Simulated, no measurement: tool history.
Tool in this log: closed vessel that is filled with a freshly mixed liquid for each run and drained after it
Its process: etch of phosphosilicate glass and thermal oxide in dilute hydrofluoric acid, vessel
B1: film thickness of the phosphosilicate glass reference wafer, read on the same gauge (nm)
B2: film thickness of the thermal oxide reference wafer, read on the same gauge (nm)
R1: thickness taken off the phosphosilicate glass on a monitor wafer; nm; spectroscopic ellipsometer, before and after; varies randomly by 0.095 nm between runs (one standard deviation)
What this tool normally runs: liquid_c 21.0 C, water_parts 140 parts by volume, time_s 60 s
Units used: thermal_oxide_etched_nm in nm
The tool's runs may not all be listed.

Run 1, hour 0.0: usual settings but water_parts 165 parts by volume; B1 50.02; B2 110.021. Result: R1 15.51 nm, thermal_oxide_etched_nm 1.458 nm.
At hour 199.8: hydrofluoric acid flow meter replaced, repeated, since the last time left the tool worse.
At hour 218.6: gauge calibrated.
Run 2, hour 313.9: usual settings but time_s 40 s; B1 50.02; B2 110.003. Result: R1 13.41 nm, thermal_oxide_etched_nm 1.264 nm.
At hour 348.2: thermometer replaced.
Run 3, hour 394.7: usual settings but liquid_c 18.0 C, water_parts 120 parts by volume, time_s 30 s; B1 49.97; B2 109.959. Result: R1 10.64 nm, thermal_oxide_etched_nm 1.004 nm.
Run 4, hour 475.3: usual settings but water_parts 190 parts by volume, time_s 30 s; B1 50.02; B2 110.014. Result: R1 6.98 nm, thermal_oxide_etched_nm 0.663 nm.
Run 5, hour 522.7: usual settings but liquid_c 25.5 C, water_parts 180 parts by volume, time_s 70 s; B1 50.05; B2 109.983. Result: R1 20.77 nm, thermal_oxide_etched_nm 1.914 nm.
Run 6, hour 581.7: usual settings but water_parts 120 parts by volume, time_s 45 s; B1 49.98; B2 110.009. Result: R1 17.89 nm, thermal_oxide_etched_nm 1.699 nm.
Run 7, hour 627.1: usual settings but liquid_c 23.5 C, time_s 85 s; B1 50.00; B2 109.969. Result: R1 31.34 nm, thermal_oxide_etched_nm 2.871 nm.
Run 8, hour 715.2: usual settings but water_parts 165 parts by volume, time_s 40 s; B1 50.02; B2 110.008. Result: R1 11.02 nm, thermal_oxide_etched_nm 1.057 nm.
Run 9, hour 821.9: usual settings but liquid_c 17.5 C, water_parts 210 parts by volume, time_s 50 s; B1 49.97; B2 109.982. Result: R1 9.05 nm, thermal_oxide_etched_nm 0.834 nm.
Run 10, hour 919.7: usual settings but liquid_c 19.5 C, water_parts 85 parts by volume, time_s 80 s; B1 49.94; B2 110.002. Result: R1 43.51 nm, thermal_oxide_etched_nm 4.113 nm.
Run 11, hour 1014.3: usual settings; B1 49.97; B2 110.010. Result: R1 20.01 nm, thermal_oxide_etched_nm 1.818 nm.
At hour 1046.5: thermometer replaced.
Run 12, hour 1086.6: usual settings but time_s 80 s; B1 49.98; B2 109.985. Result: R1 26.51 nm, thermal_oxide_etched_nm 2.504 nm.
Run 13, hour 1168.8: usual settings but time_s 45 s; B1 49.97; B2 110.004. Result: R1 14.86 nm, thermal_oxide_etched_nm 1.429 nm.
Run 14, hour 1215.1: usual settings; B1 50.02; B2 109.993. Result: R1 19.75 nm, thermal_oxide_etched_nm 1.814 nm.
Run 15, hour 1266.6: usual settings but water_parts 175 parts by volume; B1 50.00; B2 110.065. Result: R1 15.30 nm, thermal_oxide_etched_nm 1.408 nm.
Run 16, hour 1348.0: usual settings but liquid_c 22.5 C, water_parts 180 parts by volume, time_s 80 s; B1 50.01; B2 109.980. Result: R1 20.92 nm, thermal_oxide_etched_nm 1.940 nm.
Run 17, hour 1437.3: usual settings but liquid_c 25.0 C, time_s 80 s; B1 50.01; B2 110.007. Result: R1 30.92 nm, thermal_oxide_etched_nm 2.832 nm.
Run 18, hour 1475.3: usual settings but liquid_c 24.5 C, water_parts 110 parts by volume, time_s 90 s; B1 50.03; B2 110.002. Result: R1 44.83 nm, thermal_oxide_etched_nm 4.161 nm.
Run 19, hour 1557.6: usual settings but water_parts 190 parts by volume; B1 50.00; B2 110.027. Result: R1 13.73 nm, thermal_oxide_etched_nm 1.281 nm.
Run 20, hour 1649.7: usual settings; B1 50.01; B2 110.020. Result: R1 19.71 nm, thermal_oxide_etched_nm 1.816 nm.
At hour 1687.9: thermometer replaced.
Run 21, hour 1734.0: usual settings but liquid_c 18.0 C, water_parts 195 parts by volume, time_s 85 s; B1 50.01; B2 110.034. Result: R1 16.69 nm, thermal_oxide_etched_nm 1.584 nm.
Run 22, hour 1772.6: usual settings but water_parts 85 parts by volume, time_s 80 s; B1 50.04; B2 110.024. Result: R1 45.56 nm, thermal_oxide_etched_nm 4.285 nm.
Run 23, hour 1873.5: usual settings but liquid_c 17.0 C, water_parts 100 parts by volume, time_s 90 s; B1 49.99; B2 110.015. Result: R1 36.45 nm, thermal_oxide_etched_nm 3.421 nm.
At hour 1877.1: hydrofluoric acid flow meter replaced.
Run 24, hour 1929.7: usual settings but liquid_c 19.0 C; B1 49.96; B2 109.978. Result: R1 18.64 nm, thermal_oxide_etched_nm 1.744 nm.

Each run again, without the hidden state but with its own random variation kept:
Unlogged tool condition in this case: liquid hotter than its thermometer reads (K); hydrofluoric acid flow below the setpoint (%); gauge reads high (%).
run     R1  thermal_oxide_etched_nm
  1  16.75                    1.574
  2  13.48                    1.271
  3  10.72                    1.011
  4   7.05                    0.669
  5  20.98                    1.934
  6  18.09                    1.718
  7  31.72                    2.906
  8  11.18                    1.071
  9   9.20                    0.848
 10  44.26                    4.184
 11  20.41                    1.855
 12  27.08                    2.558
 13  15.21                    1.463
 14  20.24                    1.859
 15  15.70                    1.445
 16  21.51                    1.995
 17  31.83                    2.915
 18  46.15                    4.284
 19  14.18                    1.323
 20  20.38                    1.877
 21  17.30                    1.642
 22  47.15                    4.434
 23  37.80                    3.548
 24  18.71                    1.750
